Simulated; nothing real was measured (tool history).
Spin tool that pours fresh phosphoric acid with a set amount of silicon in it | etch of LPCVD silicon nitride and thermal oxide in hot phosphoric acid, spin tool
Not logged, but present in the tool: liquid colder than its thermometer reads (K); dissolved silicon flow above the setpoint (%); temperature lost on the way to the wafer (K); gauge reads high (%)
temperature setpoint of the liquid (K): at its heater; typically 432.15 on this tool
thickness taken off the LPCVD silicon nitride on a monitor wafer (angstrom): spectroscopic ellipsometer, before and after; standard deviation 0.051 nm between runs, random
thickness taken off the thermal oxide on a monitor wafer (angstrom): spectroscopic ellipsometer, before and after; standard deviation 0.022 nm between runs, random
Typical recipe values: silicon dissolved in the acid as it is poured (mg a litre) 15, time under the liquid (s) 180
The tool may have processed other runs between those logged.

run   hour  temperature setpoint of the liquid (K)  silicon dissolved in the acid as it is poured (mg a litre)  time under the liquid (s)  wafers since the last listed run  hours since the thermometer was replaced  hours since the dissolved silicon flow meter was replaced  hours since the heated supply line was repaired  hours since the gauge calibration  read-back film thickness of the LPCVD silicon nitride reference wafer, read on the same gauge (nm)  read-back film thickness of the thermal oxide reference wafer, read on the same gauge (nm)  thickness taken off the LPCVD silicon nitride on a monitor wafer (angstrom)  thickness taken off the thermal oxide on a monitor wafer (angstrom)
  1      0                                  433.65                                                          15                        180                                 0                                     270.4                                                      677.1                                           2941.1                              303.5                                                                                               59.96                                                                                     110.023                                                                          135                                                                 3.48
  2   23.3                                  432.15                                                          15                        180                               121                                     293.7                                                      700.4                                           2964.4                              326.8                                                                                                  60                                                                                     109.994                                                                        126.8                                                                 2.82
  3   55.6                                  432.15                                                          15                        180                               168                                       326                                                      732.7                                           2996.7                              359.1                                                                                               59.98                                                                                     110.004                                                                        126.4                                                                 2.99
  4   73.2                                  432.15                                                          15                        180                                91                                     343.6                                                      750.3                                           3014.3                              376.7                                                                                               60.05                                                                                      110.01                                                                        127.3                                                                 3.21
  5  106.4                                  432.15                                                          15                        180                               172                                     376.8                                                      783.5                                           3047.5                              409.9                                                                                               60.01                                                                                      110.01                                                                        126.9                                                                  3.2
     130.4  -- gauge calibrated
  6  135.2                                  432.15                                                         8.5                        180                               150                                     405.6                                                      812.3                                           3076.3                                4.8                                                                                               60.03                                                                                      110.01                                                                        126.8                                                                 3.28
     151.3  -- dissolved silicon flow meter replaced
  7    158                                  432.15                                                          11                        225                               113                                     428.4                                                        6.7                                           3099.1                               27.6                                                                                               60.04                                                                                     109.982                                                                        158.4                                                                 3.73
  8  187.5                                  431.15                                                           5                        180                               153                                     457.9                                                       36.2                                           3128.6                               57.1                                                                                               60.03                                                                                     110.034                                                                        122.5                                                                 3.53
  9  210.6                                  434.15                                                          15                        290                               120                                       481                                                       59.3                                           3151.7                               80.2                                                                                               60.01                                                                                     109.983                                                                        218.3                                                                 5.06
 10  241.4                                  429.65                                                          11                        180                               160                                     511.8                                                       90.1                                           3182.5                                111                                                                                               59.97                                                                                     109.993                                                                        114.7                                                                 2.86
 11  254.9                                  431.15                                                          15                         85                                70                                     525.3                                                      103.6                                             3196                              124.5                                                                                               59.99                                                                                     110.036                                                                           58                                                                 1.33
 12  274.5                                  433.15                                                          11                        260                               102                                     544.9                                                      123.2                                           3215.6                              144.1                                                                                                  60                                                                                     110.015                                                                        189.8                                                                 5.42
 13    298                                  432.15                                                        18.5                        180                               122                                     568.4                                                      146.7                                           3239.1                              167.6                                                                                               59.99                                                                                     110.027                                                                        126.3                                                                 2.86
     335.4  -- thermometer replaced
     357.5  -- heated supply line repaired
 14  360.1                                  432.15                                                          15                        235                               313                                      24.7                                                      208.8                                              2.6                              229.7                                                                                               60.02                                                                                     109.989                                                                        179.6                                                                  4.8
 15  376.3                                  429.65                                                        18.5                        220                                84                                      40.9                                                        225                                             18.8                              245.9                                                                                               60.02                                                                                     110.006                                                                          154                                                                 3.38
 16  393.5                                  432.15                                                          15                        180                                89                                      58.1                                                      242.2                                               36                              263.1                                                                                               59.97                                                                                     109.975                                                                        136.8                                                                 3.43
 17  408.2                                  434.15                                                          15                        220                                76                                      72.8                                                      256.9                                             50.7                              277.8                                                                                               59.98                                                                                     109.997                                                                        179.1                                                                 4.72
 18  426.9                                  432.15                                                          15                        180                                97                                      91.5                                                      275.6                                             69.4                              296.5                                                                                               60.01                                                                                     109.988                                                                        137.1                                                                 3.81
 19  456.5                                  432.15                                                        25.5                        180                               154                                     121.1                                                      305.2                                               99                              326.1                                                                                               59.99                                                                                     110.018                                                                        136.9                                                                 2.28
 20    486                                  431.15                                                          15                        180                               153                                     150.6                                                      334.7                                            128.5                              355.6                                                                                               60.04                                                                                     109.979                                                                        132.6                                                                 3.27
 21  498.4                                  432.15                                                        18.5                        180                                64                                       163                                                      347.1                                            140.9                                368                                                                                               59.97                                                                                      110.01                                                                        136.4                                                                 3.41

Here are 5 independent what-if runs from the current tool condition. What would each one return?
  A  498.9                                  432.15                                                          15                        135                                 2                                     163.5                                                      347.6                                            141.4                              368.5                                                                                                   ?                                                                                           ?                                                                            ?                                                                    ?
  B  498.9                                  429.65                                                          15                        110                                 2                                     163.5                                                      347.6                                            141.4                              368.5                                                                                                   ?                                                                                           ?                                                                            ?                                                                    ?
  C  498.9                                  429.65                                                          15                        150                                 2                                     163.5                                                      347.6                                            141.4                              368.5                                                                                                   ?                                                                                           ?                                                                            ?                                                                    ?
  D  498.9                                  433.65                                                          15                        125                                 2                                     163.5                                                      347.6                                            141.4                              368.5                                                                                                   ?                                                                                           ?                                                                            ?                                                                    ?
  E  498.9                                  432.15                                                          15                         95                                 2                                     163.5                                                      347.6                                            141.4                              368.5                                                                                                   ?                                                                                           ?                                                                            ?                                                                    ?

run  read-back film thickness of the LPCVD silicon nitride reference wafer, read on the same gauge (nm)  read-back film thickness of the thermal oxide reference wafer, read on the same gauge (nm)  thickness taken off the LPCVD silicon nitride on a monitor wafer (angstrom)  thickness taken off the thermal oxide on a monitor wafer (angstrom)
  A                                                                                               60.01                                                                                     110.007                                                                        102.3                                                                  2.7
  B                                                                                               60.01                                                                                     110.007                                                                         76.6                                                                 1.83
  C                                                                                               60.01                                                                                     110.007                                                                        104.5                                                                 2.49
  D                                                                                               60.01                                                                                     110.007                                                                         99.7                                                                  2.8
  E                                                                                               60.01                                                                                     110.007                                                                           72                                                                  1.9
Stripped of hidden state, with their random variation kept, the same runs would have yielded:
run  thickness taken off the LPCVD silicon nitride on a monitor wafer (angstrom)  thickness taken off the thermal oxide on a monitor wafer (angstrom)
  A                                                                        102.8                                                                 2.73
  B                                                                           77                                                                 1.85
  C                                                                          105                                                                 2.52
  D                                                                        100.1                                                                 2.83
  E                                                                         72.4                                                                 1.92
